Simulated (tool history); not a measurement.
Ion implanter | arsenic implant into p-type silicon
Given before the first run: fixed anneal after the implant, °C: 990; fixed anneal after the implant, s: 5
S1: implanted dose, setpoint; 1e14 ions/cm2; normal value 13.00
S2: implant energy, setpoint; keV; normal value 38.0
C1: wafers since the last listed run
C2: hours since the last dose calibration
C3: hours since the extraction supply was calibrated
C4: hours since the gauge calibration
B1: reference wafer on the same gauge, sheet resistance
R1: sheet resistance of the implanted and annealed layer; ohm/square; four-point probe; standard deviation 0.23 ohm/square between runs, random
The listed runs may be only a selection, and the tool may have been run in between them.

run,day,S1,S2,C1,C2,C3,C4,B1,R1
1,0.000,13.00,38.0,0,396.8,1774.5,672.0,84.02,99.62
2,1.362,13.00,38.0,932,429.5,1807.2,704.7,84.04,99.92
3,5.850,13.00,38.0,3069,537.2,1914.9,812.4,83.99,99.67
4,6.875,10.27,47.5,701,561.8,1939.5,837.0,84.00,104.96
5,9.262,10.27,47.5,1633,619.1,1996.8,894.3,83.98,104.19
6,12.196,13.00,38.0,2006,689.5,2067.2,964.7,83.99,99.64
7,13.262,13.00,38.0,729,715.1,2092.8,990.3,84.01,99.54
8,14.333,13.95,42.5,732,740.8,2118.5,1016.0,83.98,92.50
9,16.633,13.00,38.0,1573,796.0,2173.7,1071.2,83.96,99.83
10,17.829,13.00,38.0,818,824.7,2202.4,1099.9,84.00,99.62
11,20.412,13.00,38.0,1767,886.7,2264.4,1161.9,84.12,99.92
12,23.288,13.00,38.0,1966,955.7,2333.4,1230.9,83.97,99.51
13,25.304,13.00,38.0,1379,1004.1,2381.8,1279.3,84.01,99.49
14,26.321,13.00,38.0,695,1028.5,2406.2,1303.7,83.99,99.29
15,27.775,13.00,38.0,994,1063.4,2441.1,1338.6,83.98,99.17
16,30.033,10.27,47.5,1544,1117.6,2495.3,1392.8,84.08,104.09
17,32.500,10.34,48.0,1687,1176.8,2554.5,1452.0,83.95,103.52
# day 32.558: gauge calibrated
18,33.525,13.00,32.0,701,1201.4,2579.1,23.2,84.03,106.25

Predict the results of run 19:
# day 34.996: extraction supply calibrated
19,35.175,13.00,38.0,900,1241.0,4.3,62.8,?,?

B1: 83.94
R1: 99.39 ohm/square
The same run, on a tool lacking any hidden state, would have yielded R1 100.75 ohm/square.
